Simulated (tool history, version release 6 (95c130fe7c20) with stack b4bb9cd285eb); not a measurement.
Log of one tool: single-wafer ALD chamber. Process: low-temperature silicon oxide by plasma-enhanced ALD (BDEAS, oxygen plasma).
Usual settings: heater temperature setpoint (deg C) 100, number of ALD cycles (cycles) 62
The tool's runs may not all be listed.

run   hour  heater temperature setpoint (deg C)  number of ALD cycles (cycles)  wafers since the last listed run  hours since the last thermocouple change  hours since the gauge calibration  read-back reference wafer on the same gauge, thickness_nm  mean film thickness on the monitor wafer (nm)
  1    0.0                                  100                             62                                 0                                    1154.2                              398.7                                                     10.775                                          9.416
  2   33.6                                  100                             62                               147                                    1187.8                              432.3                                                     10.774                                          9.381
  3   79.1                                  100                             62                               199                                    1233.3                              477.8                                                     10.784                                          9.346
  4  124.4                                   95                             54                               198                                    1278.6                              523.1                                                     10.779                                          8.322
  5  189.0                                   95                             54                               283                                    1343.2                              587.7                                                     10.776                                          8.310
  6  235.4                                   95                             54                               203                                    1389.6                              634.1                                                     10.780                                          8.299
  7  292.2                                  100                             62                               249                                    1446.4                              690.9                                                     10.783                                          9.379
  8  335.9                                  100                             62                               191                                    1490.1                              734.6                                                     10.783                                          9.417
  9  368.8                                  105                             68                               144                                    1523.0                              767.5                                                     10.783                                         10.213
 10  430.9                                  100                             62                               272                                    1585.1                              829.6                                                     10.785                                          9.375
     490.8  -- gauge calibrated
 11  495.9                                   91                             53                               285                                    1650.1                                5.1                                                     10.785                                          8.262
     560.3  -- thermocouple changed; heater temperature recalibrated
 12  566.6                                   96                             70                               275                                       6.3                               75.8                                                     10.779                                         10.783
 13  637.1                                  100                             62                               309                                      76.8                              146.3                                                     10.781                                          9.384
 14  662.0                                  105                             53                               109                                     101.7                              171.2                                                     10.777                                          7.937
 15  713.8                                  111                             65                               227                                     153.5                              223.0                                                     10.779                                          9.641
 16  747.1                                  109                             72                               146                                     186.8                              256.3                                                     10.774                                         10.775

3 ways to go on from here, each from the tool as it stands after run 16. What would each give?
  A  747.6                                  100                             51                                 2                                     187.3                              256.8                                                          ?                                              ?
  B  747.6                                   93                             55                                 2                                     187.3                              256.8                                                          ?                                              ?
  C  747.6                                  114                             54                                 2                                     187.3                              256.8                                                          ?                                              ?

run  read-back reference wafer on the same gauge, thickness_nm  mean film thickness on the monitor wafer (nm)
  A                                                     10.777                                          7.695
  B                                                     10.777                                          8.496
  C                                                     10.777                                          7.954
Without the tool's hidden state the same runs would have given:
run  mean film thickness on the monitor wafer (nm)
  A                                          7.695
  B                                          8.496
  C                                          7.954
